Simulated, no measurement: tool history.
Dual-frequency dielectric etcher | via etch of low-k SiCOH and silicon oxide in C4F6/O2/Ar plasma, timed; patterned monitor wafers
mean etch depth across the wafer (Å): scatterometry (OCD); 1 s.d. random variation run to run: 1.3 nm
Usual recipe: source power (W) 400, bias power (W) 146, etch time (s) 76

run	hour	source power (W)	bias power (W)	etch time (s)	wafers since the last listed run	hours since the last wet clean	hours since the last source power generator calibration	hours since the last bias power generator calibration	hours since the last upper electrode change	hours since the gauge calibration	read-back reference wafer on the same gauge, depth_nm	mean etch depth across the wafer (Å)
1	0	400	146	76	0	72.6	3840.5	3315.4	2659.1	275.8	167.8	2000
2	33.7	400	146	76	355	106.3	3874.2	3349.1	2692.8	309.5	168.1	2018
3	81.1	400	146	76	500	153.7	3921.6	3396.5	2740.2	356.9	168	2011
4	129.6	400	146	76	511	202.2	3970.1	3445	2788.7	405.4	168.4	2008
5	198	400	146	76	721	270.6	4038.5	3513.4	2857.1	473.8	168	2048
6	261.2	400	146	76	666	333.8	4101.7	3576.6	2920.3	537	168.1	2039
7	301.4	400	146	76	424	374	4141.9	3616.8	2960.5	577.2	168	2041
8	348.8	400	146	76	500	421.4	4189.3	3664.2	3007.9	624.6	168.3	2047
# hour 390.4: wet clean of the chamber
9	410.2	400	146	76	394	19.8	4250.7	3725.6	3069.3	686	168	2077
10	480.3	400	146	76	739	89.9	4320.8	3795.7	3139.4	756.1	167.9	2114
11	527.8	400	146	76	501	137.4	4368.3	3843.2	3186.9	803.6	168.1	2126
# hour 538.3: bias power generator calibrated
# hour 715.1: wet clean of the chamber, repeated, since the last time left the tool worse
12	715.9	400	146	76	1689	0.8	4556.4	177.6	3375	991.7	168.3	1997
13	743.9	400	146	76	295	28.8	4584.4	205.6	3403	1019.7	168.4	1962
14	777.1	500	146	76	350	62	4617.6	238.8	3436.2	1052.9	168.2	2150
15	803.8	370	146	76	281	88.7	4644.3	265.5	3462.9	1079.6	167.6	1938
# hour 841.6: source power generator calibrated
16	843.7	330	132	76	378	128.6	2.1	305.4	3502.8	1119.5	168.2	1779
# hour 870.9: upper electrode replaced
17	897	320	119	86	309	181.9	55.4	358.7	26.1	1172.8	167.8	1904
# hour 955.3: gauge calibrated
18	968.2	310	156	99	751	253.1	126.6	429.9	97.3	12.9	168.1	2490
19	998.1	360	114	98.5	315	283	156.5	459.8	127.2	42.8	168	2244
20	1041.9	370	170	91	462	326.8	200.3	503.6	171	86.6	168.2	2522
21	1080.5	360	146	69.5	407	365.4	238.9	542.2	209.6	125.2	168	1788
22	1143	360	146	76	659	427.9	301.4	604.7	272.1	187.7	168.1	1973
# hour 1173.9: wet clean of the chamber
23	1202.3	400	146	76	372	28.4	360.7	664	331.4	247	168	2017
24	1241.1	400	146	76	409	67.2	399.5	702.8	370.2	285.8	167.9	1959
25	1449.2	400	175	63	2195	275.3	607.6	910.9	578.3	493.9	167.8	1832

What will run 26 give?
26	1481.8	330	146	76	344	307.9	640.2	943.5	610.9	526.5	?	?

{"run 26": {"read-back reference wafer on the same gauge, depth_nm": 167.9, "mean etch depth across the wafer (Å)": 1893}}
Take away the tool's hidden state, keep the run-to-run variation as it was, and the same run would have given mean etch depth across the wafer (Å) 1860.
